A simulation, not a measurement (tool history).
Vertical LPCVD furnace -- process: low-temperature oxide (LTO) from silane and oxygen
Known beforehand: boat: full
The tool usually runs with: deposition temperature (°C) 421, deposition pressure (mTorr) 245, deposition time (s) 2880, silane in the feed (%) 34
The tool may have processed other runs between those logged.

run	hour	deposition temperature (°C)	deposition pressure (mTorr)	deposition time (s)	silane in the feed (%)	read-back reference wafer on the same gauge, thickness	film thickness on the monitor wafer in the middle of the boat (nm)
1	0	421	245	2880	34	489.38	527.01
2	41.5	421	245	2880	34	488.88	530.45
3	99.6	421	245	2880	34	488.72	528.38
4	152.3	421	285	2880	34	489.36	617
5	191.6	421	245	2880	34	489.44	531.34
6	230.2	421	245	2880	34	488.96	529.5
7	281.1	421	225	2880	34	488.67	488
8	331.3	421	245	2880	34	488.83	530.22
9	402.3	421	245	2880	34	488.58	531.29
10	458.5	421	245	2880	34	489.14	531.05
11	528.1	421	245	2880	34	489.35	531.97
12	581.1	421	245	2880	34	489.72	531.8
13	648.2	421	245	2880	34	488.28	531.13
14	655.3	421	245	2880	34	488.93	536.09
15	682	421	290	2490	34	489.22	544.56
16	731.1	421	245	2880	34	489.32	537.46
17	799.7	413	245	2880	34	488.28	490.9
18	839.3	421	245	2880	34	488.89	535.4
19	874.7	421	205	2100	39	488.69	386.94
20	934.1	415	245	2880	40	489.24	614.58
21	981	421	245	2880	38	489.04	615.93
22	1048.1	421	185	2880	30	488.67	349.44
23	1074.4	421	200	2880	34	488.99	450.45
24	1139.9	421	265	3810	34	488.93	785.44
25	1199.4	421	245	2880	34	488.59	547.09
26	1305.2	421	245	3390	37	489.32	680.57
27	1329.6	421	245	2880	30	489.08	440.56
28	1365	421	270	2880	31	489.01	510.29
29	1424.7	421	245	2880	34	488.98	521.74
30	1470.3	429	245	2190	34	488.73	430.62
31	1501.9	414	205	1980	34	488.86	278.35

Withheld: 5 entries from between the runs. Position of each, and hidden state at the listed run before versus the listed run after:
After run 12, before run 13: gauge calibrated (hour 642.1); pressure gauge zeroed (hour 642.8); silane flow controller replaced (hour 647.7)
  true tube temperature minus thermocouple reading, K: 2.13 -> 2.23
  measured less the result without the state, film thickness on the monitor wafer in the middle of the boat (nm): +11.92 -> +12.4
After run 21, before run 22: thermocouples replaced and temperature profile calibrated (hour 1023.4)
  true tube temperature minus thermocouple reading, K: 2.71 -> 5.19
  measured less the result without the state, film thickness on the monitor wafer in the middle of the boat (nm): +16.9 -> +19.19
After run 25, before run 26: thermocouples replaced and temperature profile calibrated, repeated, since the last time left the tool worse (hour 1274.5)
  true tube temperature minus thermocouple reading, K: 5.19 -> 0.172
  measured less the result without the state, film thickness on the monitor wafer in the middle of the boat (nm): +29.18 -> +1.22
